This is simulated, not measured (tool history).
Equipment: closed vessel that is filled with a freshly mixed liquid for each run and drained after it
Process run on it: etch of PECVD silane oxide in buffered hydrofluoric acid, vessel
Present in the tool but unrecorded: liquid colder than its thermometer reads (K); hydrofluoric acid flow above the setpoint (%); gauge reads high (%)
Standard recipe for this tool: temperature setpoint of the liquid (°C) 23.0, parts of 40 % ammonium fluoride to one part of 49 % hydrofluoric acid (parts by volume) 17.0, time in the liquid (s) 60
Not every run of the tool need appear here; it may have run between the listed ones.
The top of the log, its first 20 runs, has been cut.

run	hour	temperature setpoint of the liquid (°C)	parts of 40 % ammonium fluoride to one part of 49 % hydrofluoric acid (parts by volume)	time in the liquid (s)	wafers since the last listed run	hours since the thermometer was replaced	hours since the hydrofluoric acid flow meter was replaced	hours since the gauge calibration	read-back film thickness of the PECVD silane oxide reference wafer, read on the same gauge (nm)	thickness taken off the PECVD silane oxide on a monitor wafer (angstrom)
21	513.3	21.5	17.0	60	2642	102.3	311.4	31.2	149.99	1092.2
22	533.8	20.5	10.0	50	2866	122.8	331.9	51.7	150.00	1431.6
23	546.7	23.0	14.5	80	1803	135.7	344.8	64.6	149.98	1829.9
24	575.2	26.5	13.0	35	3985	164.2	373.3	93.1	150.00	1091.5
25	600.4	25.0	15.0	30	3523	189.4	398.5	118.3	150.01	745.0
26	629.6	23.0	17.0	60	4083	218.6	427.7	147.5	150.00	1183.6
27	659.5	23.0	14.5	60	4181	248.5	457.6	177.4	149.99	1380.1
28	686.4	18.0	17.0	60	3761	275.4	484.5	204.3	150.00	898.2
29	750.9	24.5	13.5	95	9019	339.9	549.0	268.8	149.99	2556.5
30	766.0	23.0	17.0	70	2111	355.0	564.1	283.9	150.01	1386.8
31	791.6	23.0	19.5	60	3579	380.6	589.7	309.5	149.99	1042.0
32	807.9	20.0	19.0	60	2279	396.9	606.0	325.8	150.00	905.0

4 ways to go on from here, each from the tool as it stands after run 32. What would each give?
A	808.6	23.0	21.5	60	97	397.6	606.7	326.5	?	?
B	808.6	24.5	19.0	85	97	397.6	606.7	326.5	?	?
C	808.6	23.0	10.5	45	97	397.6	606.7	326.5	?	?
D	808.6	23.0	17.0	45	97	397.6	606.7	326.5	?	?

run	read-back film thickness of the PECVD silane oxide reference wafer, read on the same gauge (nm)	thickness taken off the PECVD silane oxide on a monitor wafer (angstrom)
A	150.00	952.6
B	150.00	1645.7
C	150.00	1433.2
D	150.00	895.2
The same runs, with their run-to-run variation unchanged, on a tool lacking any hidden condition would have given:
run	thickness taken off the PECVD silane oxide on a monitor wafer (angstrom)
A	951.6
B	1618.2
C	1412.0
D	880.6

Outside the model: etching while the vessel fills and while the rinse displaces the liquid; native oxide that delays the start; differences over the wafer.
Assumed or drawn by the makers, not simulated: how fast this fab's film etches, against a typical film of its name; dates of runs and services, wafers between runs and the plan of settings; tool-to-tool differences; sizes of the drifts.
